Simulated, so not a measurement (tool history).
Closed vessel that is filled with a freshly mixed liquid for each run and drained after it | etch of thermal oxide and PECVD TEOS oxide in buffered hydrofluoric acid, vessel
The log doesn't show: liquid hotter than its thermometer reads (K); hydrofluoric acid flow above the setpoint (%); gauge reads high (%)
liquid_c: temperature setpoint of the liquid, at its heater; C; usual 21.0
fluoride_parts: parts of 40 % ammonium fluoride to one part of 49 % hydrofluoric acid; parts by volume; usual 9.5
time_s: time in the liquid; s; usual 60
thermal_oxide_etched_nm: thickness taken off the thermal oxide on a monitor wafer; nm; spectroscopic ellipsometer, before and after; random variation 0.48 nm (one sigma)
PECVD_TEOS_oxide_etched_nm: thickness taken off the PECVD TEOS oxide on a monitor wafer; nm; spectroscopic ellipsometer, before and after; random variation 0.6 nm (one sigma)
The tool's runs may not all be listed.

run	hour	liquid_c	fluoride_parts	time_s	wafers since the last listed run	hours since the thermometer was replaced	hours since the hydrofluoric acid flow meter was replaced	hours since the gauge calibration	read-back film thickness of the thermal oxide reference wafer, read on the same gauge (nm)	read-back film thickness of the PECVD TEOS oxide reference wafer, read on the same gauge (nm)	thermal_oxide_etched_nm	PECVD_TEOS_oxide_etched_nm
1	0.0	21.0	9.5	75	0	1150.8	1329.8	539.4	120.01	60.03	87.35	105.23
2	53.9	21.0	9.5	75	7923	1204.7	1383.7	593.3	120.02	60.01	88.40	103.21
3	107.7	21.0	9.5	75	7908	1258.5	1437.5	647.1	120.01	60.01	88.10	105.03
4	176.7	21.0	12.0	60	10143	1327.5	1506.5	716.1	119.99	60.02	59.51	70.11
5	219.7	21.0	12.0	60	6321	1370.5	1549.5	759.1	120.00	60.03	58.98	71.30
6	277.3	21.0	12.0	60	8467	1428.1	1607.1	816.7	120.00	60.03	58.92	71.16
7	342.2	17.0	9.5	60	9540	1493.0	1672.0	881.6	119.99	59.99	58.27	69.78
8	406.4	17.0	9.5	60	9437	1557.2	1736.2	945.8	120.02	59.96	58.94	70.43
9	446.9	17.0	9.5	60	5953	1597.7	1776.7	986.3	120.01	59.99	58.81	70.70
# hour 454.6: gauge calibrated
# hour 493.6: hydrofluoric acid flow meter replaced
10	511.2	21.0	9.5	60	9305	1662.0	17.6	56.6	120.01	59.97	68.52	82.10
11	547.7	21.0	9.5	60	5365	1698.5	54.1	93.1	120.00	60.01	68.02	82.25
12	608.1	21.0	9.5	50	8879	1758.9	114.5	153.5	119.97	59.99	56.61	68.93
# hour 672.4: thermometer replaced
13	672.9	17.0	6.5	95	9378	0.5	179.3	218.3	120.01	60.02	110.36	134.07
14	706.6	21.0	9.5	60	4954	34.2	213.0	252.0	119.98	60.02	61.46	73.18
15	730.8	21.0	9.5	60	3557	58.4	237.2	276.2	119.97	59.99	61.64	73.34
16	801.9	21.0	9.5	30	10452	129.5	308.3	347.3	120.00	59.98	30.63	36.89
17	1013.9	21.0	9.5	45	31164	341.5	520.3	559.3	120.00	60.02	46.74	56.32
18	1048.5	21.0	8.0	60	5086	376.1	554.9	593.9	120.01	59.97	76.43	89.91
19	1082.5	21.0	9.5	50	4998	410.1	588.9	627.9	120.00	60.01	53.23	63.26
20	1127.2	17.0	5.5	90	6571	454.8	633.6	672.6	120.01	60.06	130.06	154.99
21	1195.9	21.0	9.5	60	10099	523.5	702.3	741.3	120.00	59.99	64.76	76.96
22	1239.2	19.5	9.5	60	6365	566.8	745.6	784.6	119.99	60.00	58.59	71.33
23	1266.7	24.5	8.5	85	4042	594.3	773.1	812.1	120.01	60.00	124.52	148.53

4 ways to go on from here, each from the tool as it stands after run 23. What would each give?
A	1267.4	21.0	11.0	60	102	595.0	773.8	812.8	?	?	?	?
B	1267.4	24.0	6.0	50	102	595.0	773.8	812.8	?	?	?	?
C	1267.4	21.0	13.0	30	102	595.0	773.8	812.8	?	?	?	?
D	1267.4	25.5	6.5	40	102	595.0	773.8	812.8	?	?	?	?

run	read-back film thickness of the thermal oxide reference wafer, read on the same gauge (nm)	read-back film thickness of the PECVD TEOS oxide reference wafer, read on the same gauge (nm)	thermal_oxide_etched_nm	PECVD_TEOS_oxide_etched_nm
A	120.00	60.02	58.46	70.40
B	120.00	60.02	100.26	120.73
C	120.00	60.02	24.83	29.90
D	120.00	60.02	81.23	97.81
Without the tool's hidden state the same runs would have given:
run	thermal_oxide_etched_nm	PECVD_TEOS_oxide_etched_nm
A	53.08	63.91
B	91.77	110.50
C	22.54	27.14
D	74.30	89.47
